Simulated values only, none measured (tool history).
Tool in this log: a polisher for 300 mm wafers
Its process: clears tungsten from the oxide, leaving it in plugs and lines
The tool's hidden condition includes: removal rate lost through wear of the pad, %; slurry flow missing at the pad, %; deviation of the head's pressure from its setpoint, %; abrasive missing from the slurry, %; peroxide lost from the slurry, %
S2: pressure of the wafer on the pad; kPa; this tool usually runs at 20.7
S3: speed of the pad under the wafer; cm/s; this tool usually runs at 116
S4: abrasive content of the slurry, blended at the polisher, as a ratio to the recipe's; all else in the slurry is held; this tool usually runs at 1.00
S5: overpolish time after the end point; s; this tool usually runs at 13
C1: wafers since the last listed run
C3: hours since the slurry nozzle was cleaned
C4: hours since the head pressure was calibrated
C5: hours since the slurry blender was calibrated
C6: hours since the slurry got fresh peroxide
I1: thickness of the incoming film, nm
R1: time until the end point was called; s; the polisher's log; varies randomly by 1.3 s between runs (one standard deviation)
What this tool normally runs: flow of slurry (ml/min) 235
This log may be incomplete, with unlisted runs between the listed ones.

Run 1, hour 0.0: usual settings; C1 0; wafers polished on this pad 855; C3 306.3; C4 99.3; C5 74.8; C6 60.7; I1 407.5. Result: R1 77.2 s.
At hour 17.8: slurry blender recalibrated.
Run 2, hour 27.5: usual settings; C1 271; wafers polished on this pad 1126; C3 333.8; C4 126.8; C5 9.7; C6 88.2; I1 411.2. Result: R1 78.7 s.
At hour 42.2: slurry tank refilled with fresh slurry and peroxide.
Run 3, hour 62.9: usual settings; C1 366; wafers polished on this pad 1492; C3 369.2; C4 162.2; C5 45.1; C6 20.7; I1 403.5. Result: R1 75.6 s.
At hour 67.2: worn pad replaced by a new one.
Run 4, hour 93.4: usual settings but S3 108 cm/s; C1 282; wafers polished on this pad 278; C3 399.7; C4 192.7; C5 75.6; C6 51.2; I1 415.7. Result: R1 83.1 s.
Run 5, hour 105.7: usual settings but S3 108 cm/s; C1 130; wafers polished on this pad 409; C3 412.0; C4 205.0; C5 87.9; C6 63.5; I1 401.4. Result: R1 79.6 s.
At hour 121.3: slurry tank refilled with fresh slurry and peroxide.
At hour 129.9: slurry blender recalibrated.
Run 6, hour 140.6: usual settings; C1 339; wafers polished on this pad 749; C3 446.9; C4 239.9; C5 10.7; C6 19.3; I1 408.7. Result: R1 73.9 s.
Run 7, hour 176.5: usual settings but S3 132 cm/s; C1 382; wafers polished on this pad 1131; C3 482.8; C4 275.8; C5 46.6; C6 55.2; I1 405.8. Result: R1 62.7 s.
Run 8, hour 189.9: usual settings but S3 132 cm/s; C1 142; wafers polished on this pad 1273; C3 496.2; C4 289.2; C5 60.0; C6 68.6; I1 411.3. Result: R1 64.4 s.
At hour 203.2: worn pad replaced by a new one.
At hour 211.9: slurry nozzle cleaned.
Run 9, hour 215.2: usual settings but flow of slurry (ml/min) 205, S2 26.2 kPa, S4 0.75, S5 16 s; C1 216; wafers polished on this pad 116; C3 3.3; C4 314.5; C5 85.3; C6 93.9; I1 408.3. Result: R1 62.7 s.
At hour 223.6: slurry tank refilled with fresh slurry and peroxide.
Run 10, hour 235.7: usual settings but flow of slurry (ml/min) 210, S2 16.5 kPa; C1 207; wafers polished on this pad 324; C3 23.8; C4 335.0; C5 105.8; C6 12.1; I1 411.3. Result: R1 92.4 s.
At hour 244.6: slurry blender recalibrated.
At hour 254.4: head pressure recalibrated.
Run 11, hour 270.1: usual settings but flow of slurry (ml/min) 315, S2 26.2 kPa, S3 156 cm/s, S5 18 s; C1 323; wafers polished on this pad 647; C3 58.2; C4 15.7; C5 25.5; C6 46.5; I1 404.3. Result: R1 44.3 s.

Estimate the outcome of run 12 from the log above:
At hour 306.8: slurry tank refilled with fresh slurry and peroxide.
Run 12, hour 307.3: usual settings but S3 96 cm/s, S5 20 s; C1 385; wafers polished on this pad 1033; C3 95.4; C4 52.9; C5 62.7; C6 0.5; I1 411.5. Result: R1 ?.

{"run 12": {"R1": 99.6}}
Were there no unlogged condition in the tool, this run, its random variation unchanged, would have produced R1 100.9 s.
